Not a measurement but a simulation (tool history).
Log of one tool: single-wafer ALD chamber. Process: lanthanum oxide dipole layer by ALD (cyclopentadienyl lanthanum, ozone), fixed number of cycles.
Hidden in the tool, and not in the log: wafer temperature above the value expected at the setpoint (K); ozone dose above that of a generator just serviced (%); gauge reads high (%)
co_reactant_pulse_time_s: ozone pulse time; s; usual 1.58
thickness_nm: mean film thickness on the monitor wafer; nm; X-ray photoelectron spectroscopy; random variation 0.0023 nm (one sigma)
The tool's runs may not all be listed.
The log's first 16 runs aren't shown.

run    hour  co_reactant_pulse_time_s  wafers since the last listed run  hours since the last thermocouple change  hours since the last ozone generator service  hours since the showerhead was replaced  hours since the gauge calibration  read-back reference wafer on the same gauge, thickness_nm  thickness_nm
     1310.6  -- gauge calibrated
 17  1335.8                      1.75                              1628                                     395.2                                           314                                    409.9                               25.2                                                      0.619         0.534
 18  1384.7                      1.94                               753                                     444.1                                         362.9                                    458.8                               74.1                                                       0.62         0.535
 19  1460.1                      2.16                              1161                                     519.5                                         438.3                                    534.2                              149.5                                                       0.62         0.538
 20    1568                      1.23                              1662                                     627.4                                         546.2                                    642.1                              257.4                                                      0.619         0.512
 21  1882.4                      1.87                              4843                                     941.8                                         860.6                                    956.5                              571.8                                                       0.62         0.535
 22  1961.5                      1.07                              1218                                    1020.9                                         939.7                                   1035.6                              650.9                                                       0.62         0.509
 23  2007.9                      1.83                               714                                    1067.3                                         986.1                                     1082                              697.3                                                       0.62         0.538
 24  2052.9                       2.2                               693                                    1112.3                                        1031.1                                     1127                              742.3                                                      0.621         0.542
 25  2118.2                      1.58                              1005                                    1177.6                                        1096.4                                   1192.3                              807.6                                                       0.62          0.53
 26  2218.2                      1.58                              1540                                    1277.6                                        1196.4                                   1292.3                              907.6                                                      0.621         0.523
     2235.8  -- ozone generator serviced
 27  2279.8                      1.05                               825                                    1339.2                                            44                                   1353.9                              969.2                                                      0.621         0.503
 28    2362                      2.06                              1266                                    1421.4                                         126.2                                   1436.1                             1051.4                                                      0.621         0.541
 29  2435.5                      1.99                              1132                                    1494.9                                         199.7                                   1509.6                             1124.9                                                      0.622         0.541
 30  2541.5                      2.08                              1632                                    1600.9                                         305.7                                   1615.6                             1230.9                                                      0.622         0.539
 31  2598.1                      2.03                               871                                    1657.5                                         362.3                                   1672.2                             1287.5                                                      0.622         0.541
 32  2894.8                      1.06                              4570                                    1954.2                                           659                                   1968.9                             1584.2                                                      0.624         0.509
 33    2946                      1.58                               788                                    2005.4                                         710.2                                   2020.1                             1635.4                                                      0.624         0.532

Run 34 comes next. What will it give?
 34  3020.9                      1.58                              1153                                    2080.3                                         785.1                                     2095                             1710.3                                                          ?             ?

{"run 34": {"read-back reference wafer on the same gauge, thickness_nm": 0.625, "thickness_nm": 0.532}}
Without the tool's hidden state the same run would have given thickness_nm 0.525 nm.
